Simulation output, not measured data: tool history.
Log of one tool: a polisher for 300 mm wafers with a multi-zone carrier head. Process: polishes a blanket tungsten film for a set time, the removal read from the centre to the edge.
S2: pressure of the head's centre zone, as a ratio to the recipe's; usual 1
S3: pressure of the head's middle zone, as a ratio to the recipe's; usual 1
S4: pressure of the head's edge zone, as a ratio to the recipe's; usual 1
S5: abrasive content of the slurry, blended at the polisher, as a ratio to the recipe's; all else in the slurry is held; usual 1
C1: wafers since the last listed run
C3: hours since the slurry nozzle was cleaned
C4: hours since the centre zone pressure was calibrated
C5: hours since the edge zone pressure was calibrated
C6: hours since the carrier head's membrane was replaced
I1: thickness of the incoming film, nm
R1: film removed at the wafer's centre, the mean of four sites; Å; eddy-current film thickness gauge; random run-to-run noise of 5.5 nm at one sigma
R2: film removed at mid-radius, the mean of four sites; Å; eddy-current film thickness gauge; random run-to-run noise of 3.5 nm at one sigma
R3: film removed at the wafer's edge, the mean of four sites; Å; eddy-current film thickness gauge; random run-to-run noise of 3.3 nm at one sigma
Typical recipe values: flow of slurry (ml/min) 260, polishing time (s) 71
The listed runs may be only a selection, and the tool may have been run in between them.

Run 1, hour 0: usual settings but S5 1.1; C1 0; wafers polished on this pad 298; C3 472.3; C4 1425.7; C5 464.9; C6 1670.5; I1 1248.7. Result: R1 4483 Å, R2 4528 Å, R3 4560 Å.
Run 2, hour 9.8: usual settings but S5 1.1; C1 126; wafers polished on this pad 425; C3 482.1; C4 1435.5; C5 474.7; C6 1680.3; I1 1245.1. Result: R1 4546 Å, R2 4468 Å, R3 4427 Å.
Run 3, hour 18.8: usual settings; C1 115; wafers polished on this pad 540; C3 491.1; C4 1444.5; C5 483.7; C6 1689.3; I1 1268. Result: R1 4285 Å, R2 4213 Å, R3 4239 Å.
At hour 23.2: worn pad replaced by a new one.
Run 4, hour 27.2: usual settings; C1 56; wafers polished on this pad 51; C3 499.5; C4 1452.9; C5 492.1; C6 1697.7; I1 1263.6. Result: R1 4673 Å, R2 4615 Å, R3 4653 Å.
Run 5, hour 40.3: usual settings; C1 168; wafers polished on this pad 220; C3 512.6; C4 1466; C5 505.2; C6 1710.8; I1 1260.8. Result: R1 4594 Å, R2 4542 Å, R3 4511 Å.
At hour 56.7: slurry nozzle cleaned.
Run 6, hour 57.2: usual settings; C1 204; wafers polished on this pad 424; C3 0.5; C4 1482.9; C5 522.1; C6 1727.7; I1 1277. Result: R1 4360 Å, R2 4462 Å, R3 4394 Å.
At hour 69.1: centre zone pressure recalibrated.
At hour 69.7: worn pad replaced by a new one.
Run 7, hour 71.3: usual settings; C1 149; wafers polished on this pad 20; C3 14.6; C4 2.2; C5 536.2; C6 1741.8; I1 1255.9. Result: R1 4045 Å, R2 3937 Å, R3 3989 Å.
Run 8, hour 83.8: usual settings but S2 0.94; C1 161; wafers polished on this pad 181; C3 27.1; C4 14.7; C5 548.7; C6 1754.3; I1 1282.2. Result: R1 3753 Å, R2 3978 Å, R3 3917 Å.
At hour 93.4: worn pad replaced by a new one, repeated, since the last time left the tool worse.
Run 9, hour 93.9: usual settings but S3 1.04, S5 0.75; C1 78; wafers polished on this pad 6; C3 37.2; C4 24.8; C5 558.8; C6 1764.4; I1 1278.4. Result: R1 4423 Å, R2 4518 Å, R3 4298 Å.
At hour 105.5: carrier head's membrane replaced by a new one.
Run 10, hour 112: usual settings but S2 1.05, S5 0.75; C1 168; wafers polished on this pad 175; C3 55.3; C4 42.9; C5 576.9; C6 6.5; I1 1238.6. Result: R1 4569 Å, R2 4270 Å, R3 4268 Å.
Run 11, hour 125.3: usual settings but flow of slurry (ml/min) 350, S3 0.93; C1 171; wafers polished on this pad 346; C3 68.6; C4 56.2; C5 590.2; C6 19.8; I1 1251.8. Result: R1 4697 Å, R2 4345 Å, R3 4551 Å.
At hour 131.4: edge zone pressure recalibrated.
At hour 137.6: worn pad replaced by a new one.
Run 12, hour 139.2: usual settings but flow of slurry (ml/min) 325; C1 101; wafers polished on this pad 20; C3 82.5; C4 70.1; C5 7.8; C6 33.7; I1 1258.8. Result: R1 4812 Å, R2 4696 Å, R3 4633 Å.
Run 13, hour 146.6: usual settings but S2 1.05, S5 0.75; C1 95; wafers polished on this pad 115; C3 89.9; C4 77.5; C5 15.2; C6 41.1; I1 1232.3. Result: R1 4524 Å, R2 4263 Å, R3 4266 Å.
Run 14, hour 156.9: usual settings; C1 132; wafers polished on this pad 248; C3 100.2; C4 87.8; C5 25.5; C6 51.4; I1 1269.8. Result: R1 4677 Å, R2 4475 Å, R3 4465 Å.
Run 15, hour 171.3: usual settings but S4 1.09; C1 185; wafers polished on this pad 434; C3 114.6; C4 102.2; C5 39.9; C6 65.8; I1 1260.6. Result: R1 4455 Å, R2 4363 Å, R3 4559 Å.
Run 16, hour 179: usual settings but flow of slurry (ml/min) 305, S4 0.88, S5 0.7; C1 99; wafers polished on this pad 533; C3 122.3; C4 109.9; C5 47.6; C6 73.5; I1 1266.3. Result: R1 4093 Å, R2 4031 Å, R3 3777 Å.

For each run, the measured value with the value that run would have given without the tool's hidden condition subtracted. The run-to-run variation is shared by both, the gauge scatter possibly not:
What the log doesn't record here: removal rate lost through wear of the pad, %; slurry flow missing at the pad, %; deviation of the centre zone's pressure from its setpoint, %; deviation of the edge zone's pressure from its setpoint, %.
run    R1    R2    R3
  1  -158  -160  -161
  2  -261  -257  -254
  3  -367  -361  -363
  4   -10   -10   -10
  5   -56   -56   -56
  6  -199  -204  -201
  7  -638  -621  -629
  8  -628  -666  -656
  9    -1    -1    -1
 10   -60   -56   -56
 11  -183  -169  -178
 12   -45   -44   -44
 13   -56   -53   -53
 14  -110  -105  -105
 15  -239  -234  -244
 16  -318  -312  -293
